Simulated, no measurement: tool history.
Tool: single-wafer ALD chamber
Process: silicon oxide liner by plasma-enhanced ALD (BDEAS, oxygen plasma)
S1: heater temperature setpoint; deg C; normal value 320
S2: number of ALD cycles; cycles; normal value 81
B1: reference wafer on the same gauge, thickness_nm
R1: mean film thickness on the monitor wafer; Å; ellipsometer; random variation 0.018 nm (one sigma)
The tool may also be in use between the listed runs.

| run | day | S1 | S2 | B1 | R1 |
|---|---|---|---|---|---|
| 1 | 0 | 331 | 81 | 7.794 | 72.92 |
| 2 | 1.104 | 331 | 81 | 7.804 | 72.43 |
| 3 | 2.254 | 331 | 81 | 7.817 | 72.93 |
| 4 | 3.492 | 325 | 81 | 7.827 | 73.41 |
| 5 | 4.021 | 320 | 81 | 7.832 | 74.13 |
| 6 | 5.212 | 320 | 81 | 7.842 | 74.15 |
| 7 | 6.417 | 320 | 81 | 7.851 | 74.19 |
| 8 | 9.925 | 326 | 81 | 7.865 | 73.78 |
| 9 | 12.904 | 320 | 93 | 7.877 | 85.3 |
| 10 | 13.542 | 320 | 93 | 7.883 | 85.2 |
| 11 | 14.958 | 313 | 70 | 7.885 | 65.34 |
| 12 | 16.333 | 313 | 70 | 7.89 | 64.85 |
| 13 | 17.625 | 313 | 70 | 7.891 | 64.72 |
| 14 | 18.142 | 320 | 81 | 7.894 | 74.57 |
| 15 | 19.242 | 320 | 74 | 7.896 | 68.15 |
|  | 19.721 | thermocouple changed; heater temperature recalibrated |
| 16 | 20.333 | 320 | 74 | 7.894 | 68.06 |
| 17 | 20.875 | 320 | 74 | 7.9 | 67.92 |
|  | 21.154 | gauge calibrated |
| 18 | 22.371 | 320 | 90 | 7.735 | 81.45 |
| 19 | 23.8 | 320 | 74 | 7.759 | 67 |
| 20 | 24.883 | 320 | 81 | 7.773 | 73.15 |
| 21 | 28.325 | 320 | 81 | 7.809 | 73.72 |
| 22 | 29.15 | 320 | 81 | 7.826 | 74.03 |
| 23 | 30.392 | 311 | 81 | 7.838 | 74.59 |
| 24 | 31.433 | 320 | 81 | 7.842 | 74.12 |
| 25 | 32.638 | 329 | 81 | 7.852 | 73.59 |
| 26 | 34.088 | 320 | 76 | 7.858 | 69.74 |
| 27 | 34.908 | 307 | 81 | 7.859 | 75.22 |
| 28 | 35.642 | 326 | 96 | 7.862 | 87.75 |
| 29 | 36.925 | 330 | 88 | 7.873 | 79.82 |
| 30 | 37.6 | 320 | 81 | 7.877 | 73.98 |
| 31 | 38.488 | 334 | 81 | 7.88 | 73.05 |
| 32 | 39.225 | 329 | 72 | 7.884 | 65.35 |
| 33 | 40.208 | 320 | 87 | 7.888 | 79.65 |
| 34 | 40.9 | 306 | 74 | 7.887 | 69.49 |
| 35 | 42.267 | 329 | 81 | 7.889 | 73.7 |
| 36 | 43.733 | 320 | 71 | 7.896 | 65.22 |
| 37 | 44.475 | 320 | 71 | 7.897 | 65.29 |

How would selected steps in R1 from run to run divide? Give the signed amount a tool lacking its hidden state would still show from settings, what came in and random variation, and the signed amount left for the hidden state, including any gauge scatter that is not in both of the compared results.
The hidden state here: wafer temperature above the value expected at the setpoint (K); gauge reads high (%).
Run 10 -> 11: S1 320 -> 313, S2 93 -> 70. R1 -19.86 Å: hidden state -0.44, all else -19.42.
Run 17 -> 18: S2 74 -> 90, gauge calibrated. R1 +13.53 Å: hidden state -1.32, all else +14.85.
Run 18 -> 19: S2 90 -> 74. R1 -14.45 Å: hidden state +0.12, all else -14.57.
Run 20 -> 21: nothing adjusted, nothing logged. R1 +0.57 Å: hidden state +0.38, all else +0.19.
Run 32 -> 33: S1 329 -> 320, S2 72 -> 87. R1 +14.3 Å: hidden state +0.38, all else +13.92.
